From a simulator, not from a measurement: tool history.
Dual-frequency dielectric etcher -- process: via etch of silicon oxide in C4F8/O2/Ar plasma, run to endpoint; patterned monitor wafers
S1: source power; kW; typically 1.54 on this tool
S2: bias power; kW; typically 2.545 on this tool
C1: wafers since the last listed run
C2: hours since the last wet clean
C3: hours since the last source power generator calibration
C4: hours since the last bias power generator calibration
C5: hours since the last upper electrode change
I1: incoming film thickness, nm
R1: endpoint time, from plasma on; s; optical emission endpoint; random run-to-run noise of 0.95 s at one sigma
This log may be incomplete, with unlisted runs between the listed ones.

Run 1, hour 0: usual settings; C1 0; C2 546.6; C3 2554; C4 865.5; C5 2150.7; I1 966.6. Result: R1 207.7 s.
Run 2, hour 12.3: usual settings but S2 2.796 kW; C1 79; C2 558.9; C3 2566.3; C4 877.8; C5 2163; I1 961.3. Result: R1 198 s.
At hour 40.7: wet clean of the chamber.
Run 3, hour 41.2: usual settings but S2 2.796 kW; C1 31; C2 0.5; C3 2595.2; C4 906.7; C5 2191.9; I1 963.8. Result: R1 189.3 s.
Run 4, hour 53.4: usual settings but S2 2.796 kW; C1 79; C2 12.7; C3 2607.4; C4 918.9; C5 2204.1; I1 965.1. Result: R1 189.5 s.
Run 5, hour 86.1: usual settings but S1 1.36 kW; C1 212; C2 45.4; C3 2640.1; C4 951.6; C5 2236.8; I1 966.5. Result: R1 208.1 s.
At hour 113: upper electrode replaced.
Run 6, hour 113.5: usual settings but S1 1.36 kW; C1 22; C2 72.8; C3 2667.5; C4 979; C5 0.5; I1 968.9. Result: R1 207.7 s.
Run 7, hour 132.6: usual settings but S1 1.36 kW; C1 124; C2 91.9; C3 2686.6; C4 998.1; C5 19.6; I1 972.4. Result: R1 209 s.
Run 8, hour 153.4: usual settings; C1 135; C2 112.7; C3 2707.4; C4 1018.9; C5 40.4; I1 970.7. Result: R1 201 s.
Run 9, hour 166.3: usual settings; C1 83; C2 125.6; C3 2720.3; C4 1031.8; C5 53.3; I1 964.4. Result: R1 200.7 s.
At hour 185.9: source power generator calibrated.
Run 10, hour 189.6: usual settings; C1 125; C2 148.9; C3 3.7; C4 1055.1; C5 76.6; I1 956.7. Result: R1 201.2 s.
Run 11, hour 206.6: usual settings; C1 110; C2 165.9; C3 20.7; C4 1072.1; C5 93.6; I1 966.5. Result: R1 202.9 s.
Run 12, hour 221.9: usual settings; C1 99; C2 181.2; C3 36; C4 1087.4; C5 108.9; I1 968.3. Result: R1 201.4 s.
Run 13, hour 249.5: usual settings; C1 179; C2 208.8; C3 63.6; C4 1115; C5 136.5; I1 973.4. Result: R1 203.9 s.
Run 14, hour 276: usual settings but S1 1.31 kW, S2 1.91 kW; C1 172; C2 235.3; C3 90.1; C4 1141.5; C5 163; I1 978.1. Result: R1 245.8 s.
Run 15, hour 292.1: usual settings; C1 104; C2 251.4; C3 106.2; C4 1157.6; C5 179.1; I1 967.5. Result: R1 203.5 s.
Run 16, hour 308.7: usual settings but S1 1.41 kW, S2 1.983 kW; C1 107; C2 268; C3 122.8; C4 1174.2; C5 195.7; I1 963.1. Result: R1 233.2 s.
Run 17, hour 332: usual settings but S1 1.82 kW, S2 2.774 kW; C1 151; C2 291.3; C3 146.1; C4 1197.5; C5 219; I1 967.7. Result: R1 185.5 s.
Run 18, hour 367.2: usual settings but S1 1.23 kW, S2 3.116 kW; C1 228; C2 326.5; C3 181.3; C4 1232.7; C5 254.2; I1 972.7. Result: R1 202.2 s.
Run 19, hour 401.9: usual settings but S1 1.28 kW, S2 2.22 kW; C1 225; C2 361.2; C3 216; C4 1267.4; C5 288.9; I1 969.2. Result: R1 232.8 s.
Run 20, hour 422.2: usual settings; C1 131; C2 381.5; C3 236.3; C4 1287.7; C5 309.2; I1 970.4. Result: R1 207.9 s.
Run 21, hour 455.2: usual settings; C1 214; C2 414.5; C3 269.3; C4 1320.7; C5 342.2; I1 964.3. Result: R1 205.7 s.
Run 22, hour 484.8: usual settings but S1 1.74 kW, S2 1.953 kW; C1 192; C2 444.1; C3 298.9; C4 1350.3; C5 371.8; I1 970.2. Result: R1 226 s.
Run 23, hour 501.1: usual settings but S1 1.18 kW, S2 3.005 kW; C1 105; C2 460.4; C3 315.2; C4 1366.6; C5 388.1; I1 948.9. Result: R1 207.2 s.
Run 24, hour 530.9: usual settings but S1 1.34 kW, S2 2.365 kW; C1 193; C2 490.2; C3 345; C4 1396.4; C5 417.9; I1 960.7. Result: R1 220.7 s.
At hour 539.1: bias power generator calibrated.
At hour 558.1: wet clean of the chamber.
Run 25, hour 560.6: usual settings; C1 43; C2 2.5; C3 374.7; C4 21.5; C5 447.6; I1 970.5. Result: R1 197.6 s.
Run 26, hour 596: usual settings but S1 1.43 kW, S2 2.081 kW; C1 230; C2 37.9; C3 410.1; C4 56.9; C5 483; I1 961.8. Result: R1 218.5 s.
Run 27, hour 608.1: usual settings; C1 78; C2 50; C3 422.2; C4 69; C5 495.1; I1 973.8. Result: R1 198.7 s.
Run 28, hour 637.8: usual settings; C1 193; C2 79.7; C3 451.9; C4 98.7; C5 524.8; I1 963.5. Result: R1 196.3 s.
Run 29, hour 656.1: usual settings but S1 1.44 kW; C1 118; C2 98; C3 470.2; C4 117; C5 543.1; I1 964.3. Result: R1 201.8 s.
Run 30, hour 671: usual settings but S1 1.2 kW; C1 96; C2 112.9; C3 485.1; C4 131.9; C5 558; I1 972.7. Result: R1 215.8 s.
Run 31, hour 700.7: usual settings but S2 2.12 kW; C1 193; C2 142.6; C3 514.8; C4 161.6; C5 587.7; I1 966.7. Result: R1 215.6 s.
Run 32, hour 770.9: usual settings but S2 2.01 kW; C1 456; C2 212.8; C3 585; C4 231.8; C5 657.9; I1 981.8. Result: R1 226.7 s.
Run 33, hour 789.5: usual settings; C1 120; C2 231.4; C3 603.6; C4 250.4; C5 676.5; I1 960.8. Result: R1 200.1 s.
Run 34, hour 802.6: usual settings; C1 85; C2 244.5; C3 616.7; C4 263.5; C5 689.6; I1 968.1. Result: R1 201.2 s.
Run 35, hour 828.1: usual settings but S1 1.24 kW, S2 2.277 kW; C1 165; C2 270; C3 642.2; C4 289; C5 715.1; I1 967.5. Result: R1 225.3 s.
Run 36, hour 845.2: usual settings but S1 1.72 kW; C1 111; C2 287.1; C3 659.3; C4 306.1; C5 732.2; I1 968.6. Result: R1 192.9 s.

Predict each of these 3 candidate next runs independently; none follows another, all start after run 36:
Run A, hour 845.7: usual settings; C1 3; C2 287.6; C3 659.8; C4 306.6; C5 732.7; I1 964.3. Result: R1 ?.
Run B, hour 845.7: usual settings but S1 1.27 kW, S2 3.023 kW; C1 3; C2 287.6; C3 659.8; C4 306.6; C5 732.7; I1 964.3. Result: R1 ?.
Run C, hour 845.7: usual settings but S1 1.9 kW, S2 3.066 kW; C1 3; C2 287.6; C3 659.8; C4 306.6; C5 732.7; I1 964.3. Result: R1 ?.

run     R1
  A  201.6
  B  198.9
  C  174.2
With the hidden condition removed and each run's random variation left untouched, the same runs would have given:
run     R1
  A    197
  B  194.3
  C  170.1
